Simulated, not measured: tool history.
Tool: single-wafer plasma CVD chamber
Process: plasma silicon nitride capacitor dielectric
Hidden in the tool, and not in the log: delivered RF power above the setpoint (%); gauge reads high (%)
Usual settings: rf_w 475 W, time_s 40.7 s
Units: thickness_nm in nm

run,hour,rf_w,time_s,wafers since the last listed run,hours since the last RF generator calibration,hours since the showerhead was replaced,hours since the gauge calibration,"read-back reference wafer on the same gauge, thickness_nm",thickness_nm
1,0.0,475,40.7,0,1059.1,4260.0,1457.8,70.740,64.485
2,66.5,420,35.9,1374,1125.6,4326.5,1524.3,70.753,54.082
3,240.2,420,35.9,3589,1299.3,4500.2,1698.0,70.709,54.017
4,288.9,475,40.7,1006,1348.0,4548.9,1746.7,70.663,64.606
5,347.2,475,40.7,1204,1406.3,4607.2,1805.0,70.657,64.501
6,598.3,475,40.7,5188,1657.4,4858.3,2056.1,70.740,64.386
7,656.8,450,42.4,1208,1715.9,4916.8,2114.6,70.708,65.541
8,695.6,450,42.4,801,1754.7,4955.6,2153.4,70.783,66.125
9,765.9,450,42.4,1452,1825.0,5025.9,2223.7,70.599,66.000
10,834.4,420,40.7,1415,1893.5,5094.4,2292.2,70.766,61.093
11,895.5,420,40.7,1262,1954.6,5155.5,2353.3,70.562,61.410
# hour 924.2: gauge calibrated
12,1062.6,475,40.7,3452,2121.7,5322.6,138.4,70.808,65.612
13,1146.6,475,40.7,1735,2205.7,5406.6,222.4,70.734,64.885
14,1193.1,475,40.7,960,2252.2,5453.1,268.9,70.751,64.557
# hour 1276.8: RF generator calibrated
15,1277.3,475,40.7,1574,0.5,5537.3,353.1,70.572,64.734
16,1338.8,475,40.7,1270,62.0,5598.8,414.6,70.699,64.609
17,1427.7,545,40.7,1836,150.9,5687.7,503.5,70.780,69.300
# hour 1511.2: showerhead replaced
18,1534.8,405,37.1,2047,258.0,23.6,610.6,70.634,54.672
19,1589.7,520,45.0,1134,312.9,78.5,665.5,70.681,74.283
20,1688.2,475,35.5,2035,411.4,177.0,764.0,70.716,56.384
21,1759.2,475,40.7,1467,482.4,248.0,835.0,70.630,64.425
22,1811.4,475,44.8,1078,534.6,300.2,887.2,70.721,71.303
23,1896.1,445,33.5,1750,619.3,384.9,971.9,70.690,51.682
24,2002.9,475,33.5,2206,726.1,491.7,1078.7,70.627,53.208
25,2053.5,395,35.3,1045,776.7,542.3,1129.3,70.696,51.545
26,2137.8,505,40.7,1741,861.0,626.6,1213.6,70.821,65.789
27,2202.8,415,33.8,1343,926.0,691.6,1278.6,70.606,50.397
28,2247.7,475,45.4,927,970.9,736.5,1323.5,70.705,72.000
29,2322.9,475,40.7,1553,1046.1,811.7,1398.7,70.721,65.185
30,2407.4,475,40.7,1745,1130.6,896.2,1483.2,70.685,64.735
31,2449.3,565,35.1,865,1172.5,938.1,1525.1,70.743,59.591
32,2514.0,560,33.9,1336,1237.2,1002.8,1589.8,70.631,57.776

3 ways to go on from here, each from the tool as it stands after run 32. What would each give?
A,2514.4,510,40.7,8,1237.6,1003.2,1590.2,?,?
B,2514.4,395,37.0,8,1237.6,1003.2,1590.2,?,?
C,2514.4,475,34.8,8,1237.6,1003.2,1590.2,?,?

run,"read-back reference wafer on the same gauge, thickness_nm",thickness_nm
A,70.653,66.537
B,70.653,54.084
C,70.653,55.217
Without the tool's hidden state the same runs would have given:
run,thickness_nm
A,66.537
B,54.084
C,55.217
